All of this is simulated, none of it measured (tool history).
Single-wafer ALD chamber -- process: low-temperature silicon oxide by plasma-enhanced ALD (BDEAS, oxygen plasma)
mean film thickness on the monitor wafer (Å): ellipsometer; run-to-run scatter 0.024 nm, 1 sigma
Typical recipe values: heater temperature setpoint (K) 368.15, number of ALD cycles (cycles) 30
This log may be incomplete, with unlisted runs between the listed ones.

run,hour,heater temperature setpoint (K),number of ALD cycles (cycles),wafers since the last listed run,hours since the last thermocouple change,hours since the gauge calibration,"read-back reference wafer on the same gauge, thickness_nm",mean film thickness on the monitor wafer (Å)
1,0.0,368.15,30,0,60.0,1516.4,3.838,43.48
2,80.9,368.15,30,952,140.9,1597.3,3.822,43.50
3,336.8,360.15,27,3013,396.8,1853.2,3.802,39.87
4,374.1,368.15,30,439,434.1,1890.5,3.806,42.96
5,418.7,358.15,30,525,478.7,1935.1,3.799,44.60
6,464.3,358.15,30,537,524.3,1980.7,3.793,44.11
7,534.3,358.15,30,824,594.3,2050.7,3.785,44.62
8,612.9,361.15,32,925,672.9,2129.3,3.773,46.77
9,693.4,361.15,32,948,753.4,2209.8,3.770,46.57
10,778.6,361.15,32,1003,838.6,2295.0,3.763,46.48
11,827.2,368.15,30,572,887.2,2343.6,3.758,42.80
# hour 985.4: gauge calibrated
12,1136.2,368.15,30,3639,1196.2,150.8,3.873,43.82
13,1212.3,368.15,30,896,1272.3,226.9,3.872,43.89
14,1248.5,368.15,30,426,1308.5,263.1,3.873,43.85
# hour 1284.1: thermocouple changed; heater temperature recalibrated
15,1294.8,368.15,30,451,10.7,309.4,3.875,44.08
16,1387.9,368.15,30,1096,103.8,402.5,3.871,43.95
17,1482.5,368.15,30,1114,198.4,497.1,3.865,43.48
18,1534.7,368.15,30,614,250.6,549.3,3.864,43.45
19,1609.1,379.15,33,876,325.0,623.7,3.865,46.32
20,1674.2,375.15,34,766,390.1,688.8,3.856,48.56
21,1771.8,368.15,30,1149,487.7,786.4,3.855,43.60
22,1822.6,373.15,24,598,538.5,837.2,3.855,34.10
23,1873.1,359.15,30,594,589.0,887.7,3.856,45.10
24,1935.2,356.15,34,731,651.1,949.8,3.853,51.53
25,2042.7,368.15,30,1266,758.6,1057.3,3.849,43.57
26,2103.7,368.15,30,718,819.6,1118.3,3.840,43.16
27,2185.5,376.15,26,963,901.4,1200.1,3.833,36.66
28,2227.9,376.15,34,499,943.8,1242.5,3.835,48.14
29,2284.1,361.15,35,661,1000.0,1298.7,3.829,51.60
30,2330.5,380.15,32,546,1046.4,1345.1,3.826,44.45
31,2537.2,354.15,35,2434,1253.1,1551.8,3.810,52.94
32,2619.2,360.15,30,965,1335.1,1633.8,3.804,44.40

For run 33, what comes out?
33,2668.8,375.15,26,584,1384.7,1683.4,?,?

read-back reference wafer on the same gauge, thickness_nm: 3.802
mean film thickness on the monitor wafer (Å): 36.25
With the hidden condition absent and the run-to-run variation left alone, this run would have shown mean film thickness on the monitor wafer (Å) 36.99.

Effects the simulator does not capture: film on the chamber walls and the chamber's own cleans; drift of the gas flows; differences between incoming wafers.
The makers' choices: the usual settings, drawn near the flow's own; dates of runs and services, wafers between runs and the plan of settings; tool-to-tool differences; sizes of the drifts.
